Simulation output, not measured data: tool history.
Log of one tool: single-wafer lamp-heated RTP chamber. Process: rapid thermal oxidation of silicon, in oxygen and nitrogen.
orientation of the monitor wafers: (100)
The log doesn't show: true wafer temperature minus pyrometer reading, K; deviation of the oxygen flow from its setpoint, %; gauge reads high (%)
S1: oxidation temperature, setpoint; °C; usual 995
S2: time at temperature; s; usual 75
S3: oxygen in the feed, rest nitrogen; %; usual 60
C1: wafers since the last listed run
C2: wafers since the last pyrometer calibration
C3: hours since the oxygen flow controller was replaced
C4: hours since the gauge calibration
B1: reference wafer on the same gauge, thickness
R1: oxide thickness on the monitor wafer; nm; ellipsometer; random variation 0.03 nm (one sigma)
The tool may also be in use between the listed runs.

Run 1, hour 0: usual settings; C1 0; C2 3574; C3 4173.6; C4 117.2; B1 4.248. Result: R1 5.08 nm.
Run 2, hour 22.9: usual settings; C1 351; C2 3926; C3 4196.5; C4 140.1; B1 4.244. Result: R1 5.024 nm.
Run 3, hour 103.5: usual settings but S2 98 s; C1 1237; C2 5163; C3 4277.1; C4 220.7; B1 4.252. Result: R1 5.719 nm.
Run 4, hour 127.1: usual settings but S2 98 s; C1 362; C2 5526; C3 4300.7; C4 244.3; B1 4.242. Result: R1 5.705 nm.
At hour 152.8: oxygen flow controller replaced.
Run 5, hour 153.3: usual settings; C1 279; C2 5805; C3 0.5; C4 270.5; B1 4.245. Result: R1 5.086 nm.
At hour 185.9: pyrometer window cleaned and pyrometer calibrated.
Run 6, hour 186.4: usual settings; C1 385; C2 7; C3 33.6; C4 303.6; B1 4.242. Result: R1 5.106 nm.
Run 7, hour 197.6: usual settings but S1 1009 °C; C1 171; C2 179; C3 44.8; C4 314.8; B1 4.251. Result: R1 5.585 nm.
Run 8, hour 230.3: usual settings but S1 1009 °C; C1 502; C2 681; C3 77.5; C4 347.5; B1 4.234. Result: R1 5.622 nm.
At hour 233.4: gauge calibrated.
Run 9, hour 256: usual settings but S1 1019 °C, S3 52 %; C1 394; C2 1076; C3 103.2; C4 22.6; B1 4.241. Result: R1 5.741 nm.
Run 10, hour 289.8: usual settings but S2 51 s, S3 68 %; C1 519; C2 1595; C3 137; C4 56.4; B1 4.227. Result: R1 4.474 nm.
Run 11, hour 316.4: usual settings but S1 1020 °C, S3 87 %; C1 408; C2 2004; C3 163.6; C4 83; B1 4.24. Result: R1 6.926 nm.
Run 12, hour 337.5: usual settings; C1 324; C2 2328; C3 184.7; C4 104.1; B1 4.243. Result: R1 5.132 nm.
Run 13, hour 367.2: usual settings but S3 34 %; C1 456; C2 2784; C3 214.4; C4 133.8; B1 4.251. Result: R1 4.211 nm.
Run 14, hour 382.5: usual settings but S1 1016 °C, S2 110 s, S3 41 %; C1 234; C2 3019; C3 229.7; C4 149.1; B1 4.235. Result: R1 6.131 nm.
Run 15, hour 414: usual settings but S1 1019 °C, S3 52 %; C1 483; C2 3502; C3 261.2; C4 180.6; B1 4.246. Result: R1 5.745 nm.
Run 16, hour 433.3: usual settings but S2 92 s; C1 296; C2 3799; C3 280.5; C4 199.9; B1 4.244. Result: R1 5.478 nm.

How the hidden state differs across the entries between the runs, from the last listed run before each to the first after it:
Between runs 4 and 5: oxygen flow controller replaced (hour 152.8)
  no hidden state differs between the two runs
Between runs 5 and 6: pyrometer window cleaned and pyrometer calibrated (hour 185.9)
  no hidden state differs between the two runs
Between runs 8 and 9: gauge calibrated (hour 233.4)
  no hidden state differs between the two runs
